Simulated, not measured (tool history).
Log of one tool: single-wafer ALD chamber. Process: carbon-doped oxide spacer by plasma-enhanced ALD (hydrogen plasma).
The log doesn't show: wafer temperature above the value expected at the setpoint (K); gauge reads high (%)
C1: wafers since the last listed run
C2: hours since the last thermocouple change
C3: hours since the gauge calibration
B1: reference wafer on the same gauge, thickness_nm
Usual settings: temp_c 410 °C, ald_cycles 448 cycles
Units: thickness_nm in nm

run 1 hour=0.0 | temp_c=410 ald_cycles=448 | C1=0 C2=1883.1 C3=395.4 | B1=16.727 | thickness_nm=20.744
run 2 hour=20.6 | temp_c=410 ald_cycles=448 | C1=20 C2=1903.7 C3=416.0 | B1=16.722 | thickness_nm=20.880
run 3 hour=37.5 | temp_c=410 ald_cycles=448 | C1=17 C2=1920.6 C3=432.9 | B1=16.712 | thickness_nm=20.674
run 4 hour=52.5 | temp_c=410 ald_cycles=448 | C1=15 C2=1935.6 C3=447.9 | B1=16.720 | thickness_nm=20.633
run 5 hour=88.5 | temp_c=410 ald_cycles=448 | C1=36 C2=1971.6 C3=483.9 | B1=16.708 | thickness_nm=20.861
run 6 hour=106.8 | temp_c=410 ald_cycles=448 | C1=18 C2=1989.9 C3=502.2 | B1=16.685 | thickness_nm=20.822
run 7 hour=133.6 | temp_c=410 ald_cycles=448 | C1=27 C2=2016.7 C3=529.0 | B1=16.715 | thickness_nm=20.753
run 8 hour=157.9 | temp_c=410 ald_cycles=482 | C1=24 C2=2041.0 C3=553.3 | B1=16.680 | thickness_nm=22.379
run 9 hour=189.7 | temp_c=410 ald_cycles=482 | C1=32 C2=2072.8 C3=585.1 | B1=16.708 | thickness_nm=22.461
run 10 hour=211.8 | temp_c=410 ald_cycles=448 | C1=22 C2=2094.9 C3=607.2 | B1=16.717 | thickness_nm=20.714
run 11 hour=232.1 | temp_c=410 ald_cycles=448 | C1=20 C2=2115.2 C3=627.5 | B1=16.692 | thickness_nm=20.668
run 12 hour=298.2 | temp_c=410 ald_cycles=448 | C1=66 C2=2181.3 C3=693.6 | B1=16.755 | thickness_nm=20.816
run 13 hour=329.2 | temp_c=410 ald_cycles=448 | C1=31 C2=2212.3 C3=724.6 | B1=16.702 | thickness_nm=20.760
-- hour=349.1 thermocouple changed; heater temperature recalibrated
run 14 hour=349.6 | temp_c=410 ald_cycles=448 | C1=12 C2=0.5 C3=745.0 | B1=16.710 | thickness_nm=20.898
run 15 hour=375.8 | temp_c=410 ald_cycles=448 | C1=26 C2=26.7 C3=771.2 | B1=16.686 | thickness_nm=20.983
run 16 hour=395.0 | temp_c=410 ald_cycles=448 | C1=19 C2=45.9 C3=790.4 | B1=16.728 | thickness_nm=20.761
run 17 hour=409.5 | temp_c=410 ald_cycles=448 | C1=14 C2=60.4 C3=804.9 | B1=16.658 | thickness_nm=20.937
run 18 hour=428.9 | temp_c=410 ald_cycles=448 | C1=19 C2=79.8 C3=824.3 | B1=16.698 | thickness_nm=20.943
-- hour=450.4 gauge calibrated
run 19 hour=456.4 | temp_c=416 ald_cycles=492 | C1=27 C2=107.3 C3=6.0 | B1=16.732 | thickness_nm=22.499
run 20 hour=485.8 | temp_c=410 ald_cycles=448 | C1=29 C2=136.7 C3=35.4 | B1=16.677 | thickness_nm=20.841
run 21 hour=514.8 | temp_c=410 ald_cycles=448 | C1=29 C2=165.7 C3=64.4 | B1=16.700 | thickness_nm=20.838
run 22 hour=540.6 | temp_c=423 ald_cycles=485 | C1=26 C2=191.5 C3=90.2 | B1=16.693 | thickness_nm=21.642
run 23 hour=564.2 | temp_c=410 ald_cycles=362 | C1=23 C2=215.1 C3=113.8 | B1=16.691 | thickness_nm=16.904
run 24 hour=577.2 | temp_c=410 ald_cycles=448 | C1=13 C2=228.1 C3=126.8 | B1=16.701 | thickness_nm=20.833
run 25 hour=603.2 | temp_c=396 ald_cycles=448 | C1=26 C2=254.1 C3=152.8 | B1=16.710 | thickness_nm=21.474
run 26 hour=638.9 | temp_c=401 ald_cycles=448 | C1=36 C2=289.8 C3=188.5 | B1=16.677 | thickness_nm=21.430
run 27 hour=672.3 | temp_c=424 ald_cycles=420 | C1=33 C2=323.2 C3=221.9 | B1=16.693 | thickness_nm=18.524
run 28 hour=694.0 | temp_c=421 ald_cycles=397 | C1=21 C2=344.9 C3=243.6 | B1=16.694 | thickness_nm=17.918
run 29 hour=721.8 | temp_c=422 ald_cycles=448 | C1=28 C2=372.7 C3=271.4 | B1=16.693 | thickness_nm=20.226
run 30 hour=756.6 | temp_c=410 ald_cycles=484 | C1=35 C2=407.5 C3=306.2 | B1=16.749 | thickness_nm=22.580
run 31 hour=770.8 | temp_c=410 ald_cycles=448 | C1=14 C2=421.7 C3=320.4 | B1=16.717 | thickness_nm=20.862
run 32 hour=788.3 | temp_c=402 ald_cycles=483 | C1=17 C2=439.2 C3=337.9 | B1=16.665 | thickness_nm=23.136
run 33 hour=818.0 | temp_c=410 ald_cycles=517 | C1=30 C2=468.9 C3=367.6 | B1=16.675 | thickness_nm=24.002
run 34 hour=845.2 | temp_c=410 ald_cycles=448 | C1=27 C2=496.1 C3=394.8 | B1=16.681 | thickness_nm=20.884
run 35 hour=869.7 | temp_c=414 ald_cycles=493 | C1=24 C2=520.6 C3=419.3 | B1=16.686 | thickness_nm=22.620
run 36 hour=905.5 | temp_c=410 ald_cycles=448 | C1=36 C2=556.4 C3=455.1 | B1=16.703 | thickness_nm=20.901
run 37 hour=937.0 | temp_c=396 ald_cycles=405 | C1=31 C2=587.9 C3=486.6 | B1=16.687 | thickness_nm=19.369
run 38 hour=969.9 | temp_c=410 ald_cycles=448 | C1=33 C2=620.8 C3=519.5 | B1=16.701 | thickness_nm=20.826
run 39 hour=990.1 | temp_c=403 ald_cycles=507 | C1=20 C2=641.0 C3=539.7 | B1=16.708 | thickness_nm=23.989
run 40 hour=1021.2 | temp_c=410 ald_cycles=448 | C1=31 C2=672.1 C3=570.8 | B1=16.680 | thickness_nm=20.712

Hidden state at the last listed run before each entry between runs and at the first one after, where it differs:
Between runs 13 and 14: thermocouple changed; heater temperature recalibrated (hour 349.1)
  no hidden state differs between the two runs
Between runs 18 and 19: gauge calibrated (hour 450.4)
  no hidden state differs between the two runs
